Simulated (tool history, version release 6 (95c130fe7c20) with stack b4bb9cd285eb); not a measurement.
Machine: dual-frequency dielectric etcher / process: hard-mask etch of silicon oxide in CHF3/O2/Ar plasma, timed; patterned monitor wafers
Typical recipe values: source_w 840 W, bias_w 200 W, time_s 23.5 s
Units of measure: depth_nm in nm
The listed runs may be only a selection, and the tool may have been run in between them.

run	hour	source_w	bias_w	time_s	wafers since the last listed run	hours since the last wet clean	hours since the last source power generator calibration	hours since the last bias power generator calibration	hours since the last upper electrode change	hours since the gauge calibration	read-back reference wafer on the same gauge, depth_nm	depth_nm
1	0	840	200	23.5	0	607.4	3154.8	2105.1	3979.2	1884.4	45.4	51.9
2	77.4	770	237	23.5	1396	684.8	3232.2	2182.5	4056.6	1961.8	45.5	53.9
# hour 132.2: wet clean of the chamber
3	135.9	770	237	23.5	622	3.7	3290.7	2241	4115.1	2020.3	45.5	51.7
4	192.8	840	200	23.5	1026	60.6	3347.6	2297.9	4172	2077.2	45.4	50.2
5	253.3	840	200	23.5	1091	121.1	3408.1	2358.4	4232.5	2137.7	45.5	50.6
6	342.2	840	200	23.5	1603	210	3497	2447.3	4321.4	2226.6	45.5	50.8
7	417.5	840	200	23.5	1358	285.3	3572.3	2522.6	4396.7	2301.9	45.5	51
8	485.8	840	200	23.5	1232	353.6	3640.6	2590.9	4465	2370.2	45.5	51.2
# hour 522.5: gauge calibrated
# hour 694.9: wet clean of the chamber
9	795.3	840	200	23.5	5150	100.4	3950.1	2900.4	4774.5	272.8	45.5	50.3
10	836.3	840	200	23.5	739	141.4	3991.1	2941.4	4815.5	313.8	45.5	50.4
11	925.4	970	200	23.5	1607	230.5	4080.2	3030.5	4904.6	402.9	45.6	53.5
12	1018.8	840	200	23.5	1684	323.9	4173.6	3123.9	4998	496.3	45.5	50.9
# hour 1077.4: source power generator calibrated
13	1087.5	840	200	23.5	1167	392.6	10.1	3192.6	5066.7	565	45.4	52.5
14	1136	950	167	29	874	441.1	58.6	3241.1	5115.2	613.5	45.5	63
15	1212	840	200	30.5	1371	517.1	134.6	3317.1	5191.2	689.5	45.5	68.4
16	1290.3	840	159	29	1412	595.4	212.9	3395.4	5269.5	767.8	45.5	59.6
17	1367.8	900	159	28.5	1398	672.9	290.4	3472.9	5347	845.3	45.6	60.8
# hour 1443.2: wet clean of the chamber
18	1458.4	700	245	19	1201	15.2	381	3563.5	5437.6	935.9	45.5	41.4
19	1495.8	840	200	27	674	52.6	418.4	3600.9	5475	973.3	45.5	58.2
20	1584.5	720	200	19.5	1600	141.3	507.1	3689.6	5563.7	1062	45.5	40.1
# hour 1781: upper electrode replaced
21	1781.5	970	200	18.5	3120	338.3	704.1	3886.6	0.5	1259	45.5	43.2
22	1867.5	980	161	19.5	1551	424.3	790.1	3972.6	86.5	1345	45.5	42.2
# hour 1931.1: bias power generator calibrated
# hour 2041.5: wet clean of the chamber
23	2059.9	700	245	19	2965	18.4	982.5	128.8	278.9	1537.4	45.5	41.2
24	2132.1	980	161	19.5	1302	90.6	1054.7	201	351.1	1609.6	45.4	41.3
25	2244.3	840	200	17.5	2024	202.8	1166.9	313.2	463.3	1721.8	45.6	38.2
26	2311.5	840	200	23.5	1212	270	1234.1	380.4	530.5	1789	45.5	51.3
27	2399.6	930	234	26.5	1589	358.1	1322.2	468.5	618.6	1877.1	45.5	64.4
28	2454.4	990	200	23.5	988	412.9	1377	523.3	673.4	1931.9	45.5	55.2
29	2530.7	840	200	23.5	1376	489.2	1453.3	599.6	749.7	2008.2	45.5	52.3
30	2635.7	990	180	18	1894	594.2	1558.3	704.6	854.7	2113.2	45.6	41

Below are 3 alternative next runs, each starting from the tool's condition after run 30. Predict each:
A	2636.1	840	200	23.5	7	594.6	1558.7	705	855.1	2113.6	?	?
B	2636.1	640	166	18	7	594.6	1558.7	705	855.1	2113.6	?	?
C	2636.1	840	222	23.5	7	594.6	1558.7	705	855.1	2113.6	?	?

run	read-back reference wafer on the same gauge, depth_nm	depth_nm
A	45.5	52.3
B	45.5	33.6
C	45.5	54.5
The same runs, with their run-to-run variation unchanged, on a tool lacking any hidden condition would have given:
run	depth_nm
A	50.8
B	32.6
C	52.8
